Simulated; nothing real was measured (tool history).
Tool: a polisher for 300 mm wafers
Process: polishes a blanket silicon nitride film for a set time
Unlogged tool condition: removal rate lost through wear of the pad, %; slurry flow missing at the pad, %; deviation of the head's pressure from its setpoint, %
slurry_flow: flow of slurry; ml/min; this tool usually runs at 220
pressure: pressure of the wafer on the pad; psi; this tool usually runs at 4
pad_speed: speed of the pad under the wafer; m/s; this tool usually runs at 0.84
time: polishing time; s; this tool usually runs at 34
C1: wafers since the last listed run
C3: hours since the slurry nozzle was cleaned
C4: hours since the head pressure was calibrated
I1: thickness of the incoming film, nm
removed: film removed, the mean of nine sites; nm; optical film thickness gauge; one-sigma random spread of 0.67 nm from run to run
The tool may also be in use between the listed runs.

run 1 hour=0 | slurry_flow=220 pressure=4 pad_speed=0.64 time=34 | C1=0 wafers_polished_on_this_pad=4476 C3=586.6 C4=362.2 | I1=482.3 | removed=43
-- hour=57.4 worn pad replaced by a new one
run 2 hour=57.9 | slurry_flow=220 pressure=4 pad_speed=0.84 time=34 | C1=716 wafers_polished_on_this_pad=6 C3=644.5 C4=420.1 | I1=489.4 | removed=48.3
-- hour=83.9 slurry nozzle cleaned
run 3 hour=88.9 | slurry_flow=220 pressure=4.9 pad_speed=0.84 time=34 | C1=398 wafers_polished_on_this_pad=405 C3=5 C4=451.1 | I1=485.7 | removed=59.1
run 4 hour=157.1 | slurry_flow=220 pressure=4.9 pad_speed=0.84 time=34 | C1=906 wafers_polished_on_this_pad=1311 C3=73.2 C4=519.3 | I1=489.3 | removed=57
run 5 hour=207.6 | slurry_flow=220 pressure=4 pad_speed=0.7 time=34 | C1=670 wafers_polished_on_this_pad=1982 C3=123.7 C4=569.8 | I1=484.5 | removed=43
run 6 hour=249.8 | slurry_flow=220 pressure=4 pad_speed=0.7 time=34 | C1=560 wafers_polished_on_this_pad=2543 C3=165.9 C4=612 | I1=482.8 | removed=41.8
-- hour=279.2 head pressure recalibrated
run 7 hour=354.6 | slurry_flow=220 pressure=3.4 pad_speed=0.84 time=39 | C1=1365 wafers_polished_on_this_pad=3909 C3=270.7 C4=75.4 | I1=493.3 | removed=51
run 8 hour=416.2 | slurry_flow=220 pressure=4 pad_speed=0.84 time=34 | C1=818 wafers_polished_on_this_pad=4727 C3=332.3 C4=137 | I1=486.5 | removed=52.4
run 9 hour=460 | slurry_flow=220 pressure=4 pad_speed=0.84 time=34 | C1=581 wafers_polished_on_this_pad=5309 C3=376.1 C4=180.8 | I1=485.1 | removed=52.2
-- hour=496.2 worn pad replaced by a new one
run 10 hour=529.5 | slurry_flow=220 pressure=4 pad_speed=0.84 time=34 | C1=870 wafers_polished_on_this_pad=442 C3=445.6 C4=250.3 | I1=484.1 | removed=52.1
run 11 hour=584.5 | slurry_flow=220 pressure=4 pad_speed=0.84 time=42 | C1=730 wafers_polished_on_this_pad=1173 C3=500.6 C4=305.3 | I1=485.9 | removed=62.8
run 12 hour=632.9 | slurry_flow=220 pressure=4 pad_speed=0.84 time=34 | C1=643 wafers_polished_on_this_pad=1816 C3=549 C4=353.7 | I1=491.4 | removed=50
run 13 hour=680 | slurry_flow=220 pressure=4 pad_speed=0.84 time=34 | C1=625 wafers_polished_on_this_pad=2442 C3=596.1 C4=400.8 | I1=492 | removed=50.5
run 14 hour=751.3 | slurry_flow=220 pressure=4 pad_speed=0.84 time=34 | C1=947 wafers_polished_on_this_pad=3389 C3=667.4 C4=472.1 | I1=496.1 | removed=49.3
run 15 hour=792.7 | slurry_flow=220 pressure=4 pad_speed=0.84 time=34 | C1=550 wafers_polished_on_this_pad=3939 C3=708.8 C4=513.5 | I1=482 | removed=48.4
run 16 hour=856.1 | slurry_flow=160 pressure=4 pad_speed=0.84 time=34 | C1=842 wafers_polished_on_this_pad=4781 C3=772.2 C4=576.9 | I1=490.2 | removed=45.2
-- hour=880.4 head pressure recalibrated
run 17 hour=886.1 | slurry_flow=190 pressure=4.5 pad_speed=0.66 time=46 | C1=372 wafers_polished_on_this_pad=5153 C3=802.2 C4=5.7 | I1=490.1 | removed=69.6
-- hour=897.9 worn pad replaced by a new one
run 18 hour=950.1 | slurry_flow=185 pressure=4 pad_speed=0.84 time=39 | C1=797 wafers_polished_on_this_pad=693 C3=866.2 C4=69.7 | I1=490.5 | removed=58.7
-- hour=951.2 slurry nozzle cleaned
run 19 hour=1019.6 | slurry_flow=220 pressure=4 pad_speed=1.1 time=34 | C1=910 wafers_polished_on_this_pad=1603 C3=68.4 C4=139.2 | I1=488.6 | removed=60.5
run 20 hour=1066.8 | slurry_flow=220 pressure=4 pad_speed=0.84 time=34 | C1=627 wafers_polished_on_this_pad=2231 C3=115.6 C4=186.4 | I1=494.7 | removed=50.9
run 21 hour=1129.9 | slurry_flow=295 pressure=4 pad_speed=1.14 time=34 | C1=838 wafers_polished_on_this_pad=3069 C3=178.7 C4=249.5 | I1=489.5 | removed=62.1
run 22 hour=1196.3 | slurry_flow=220 pressure=4 pad_speed=0.84 time=34 | C1=882 wafers_polished_on_this_pad=3951 C3=245.1 C4=315.9 | I1=491.8 | removed=51.4
run 23 hour=1242.5 | slurry_flow=220 pressure=4.8 pad_speed=0.84 time=34 | C1=613 wafers_polished_on_this_pad=4565 C3=291.3 C4=362.1 | I1=495.4 | removed=60.7
run 24 hour=1273 | slurry_flow=170 pressure=3.3 pad_speed=0.98 time=25 | C1=405 wafers_polished_on_this_pad=4970 C3=321.8 C4=392.6 | I1=486.7 | removed=32
-- hour=1301 worn pad replaced by a new one
run 25 hour=1314.8 | slurry_flow=185 pressure=4.4 pad_speed=1.1 time=24 | C1=502 wafers_polished_on_this_pad=183 C3=363.6 C4=434.4 | I1=495.4 | removed=44.1
run 26 hour=1366.1 | slurry_flow=185 pressure=4 pad_speed=0.84 time=34 | C1=681 wafers_polished_on_this_pad=864 C3=414.9 C4=485.7 | I1=487.6 | removed=48.1
-- hour=1411.1 head pressure recalibrated
run 27 hour=1418.7 | slurry_flow=200 pressure=4 pad_speed=0.84 time=34 | C1=672 wafers_polished_on_this_pad=1536 C3=467.5 C4=7.6 | I1=494.2 | removed=51.8
run 28 hour=1487.1 | slurry_flow=200 pressure=3.1 pad_speed=0.68 time=44 | C1=908 wafers_polished_on_this_pad=2445 C3=535.9 C4=76 | I1=490.4 | removed=46.7
run 29 hour=1541.9 | slurry_flow=220 pressure=5.2 pad_speed=0.84 time=43 | C1=728 wafers_polished_on_this_pad=3173 C3=590.7 C4=130.8 | I1=492.7 | removed=85.4
run 30 hour=1575.6 | slurry_flow=220 pressure=4 pad_speed=0.84 time=34 | C1=447 wafers_polished_on_this_pad=3621 C3=624.4 C4=164.5 | I1=490.5 | removed=52.3
run 31 hour=1631 | slurry_flow=295 pressure=4 pad_speed=0.98 time=34 | C1=736 wafers_polished_on_this_pad=4357 C3=679.8 C4=219.9 | I1=498 | removed=58.3
-- hour=1655.4 slurry nozzle cleaned
run 32 hour=1661.8 | slurry_flow=220 pressure=4 pad_speed=0.84 time=34 | C1=395 wafers_polished_on_this_pad=4753 C3=6.4 C4=250.7 | I1=482.9 | removed=50.8
-- hour=1688.1 worn pad replaced by a new one
run 33 hour=1723.8 | slurry_flow=265 pressure=5.3 pad_speed=0.72 time=40 | C1=770 wafers_polished_on_this_pad=473 C3=68.4 C4=312.7 | I1=491.8 | removed=74.6
run 34 hour=1761.2 | slurry_flow=220 pressure=4 pad_speed=0.98 time=34 | C1=496 wafers_polished_on_this_pad=970 C3=105.8 C4=350.1 | I1=484.4 | removed=54.4
run 35 hour=1818.5 | slurry_flow=280 pressure=4 pad_speed=0.84 time=34 | C1=761 wafers_polished_on_this_pad=1732 C3=163.1 C4=407.4 | I1=483 | removed=52.6
run 36 hour=1844.8 | slurry_flow=220 pressure=5.3 pad_speed=0.84 time=46 | C1=349 wafers_polished_on_this_pad=2081 C3=189.4 C4=433.7 | I1=482.5 | removed=87

Each run again, without the hidden state but with its own random variation kept:
run=1 removed=45.3
run=2 removed=51.6
run=3 removed=63.7
run=4 removed=62.7
run=5 removed=48
run=6 removed=47.4
run=7 removed=50.6
run=8 removed=52.1
run=9 removed=52.2
run=10 removed=52.5
run=11 removed=63.9
run=12 removed=51.3
run=13 removed=52.4
run=14 removed=52.1
run=15 removed=51.7
run=16 removed=49.3
run=17 removed=68.9
run=18 removed=58.2
run=19 removed=60.2
run=20 removed=50.9
run=21 removed=62.5
run=22 removed=52.3
run=23 removed=62.3
run=24 removed=33.1
run=25 removed=46
run=26 removed=50.9
run=27 removed=51.6
run=28 removed=46.7
run=29 removed=85.7
run=30 removed=52.6
run=31 removed=59
run=32 removed=51.6
run=33 removed=76.5
run=34 removed=56.2
run=35 removed=55
run=36 removed=91.6

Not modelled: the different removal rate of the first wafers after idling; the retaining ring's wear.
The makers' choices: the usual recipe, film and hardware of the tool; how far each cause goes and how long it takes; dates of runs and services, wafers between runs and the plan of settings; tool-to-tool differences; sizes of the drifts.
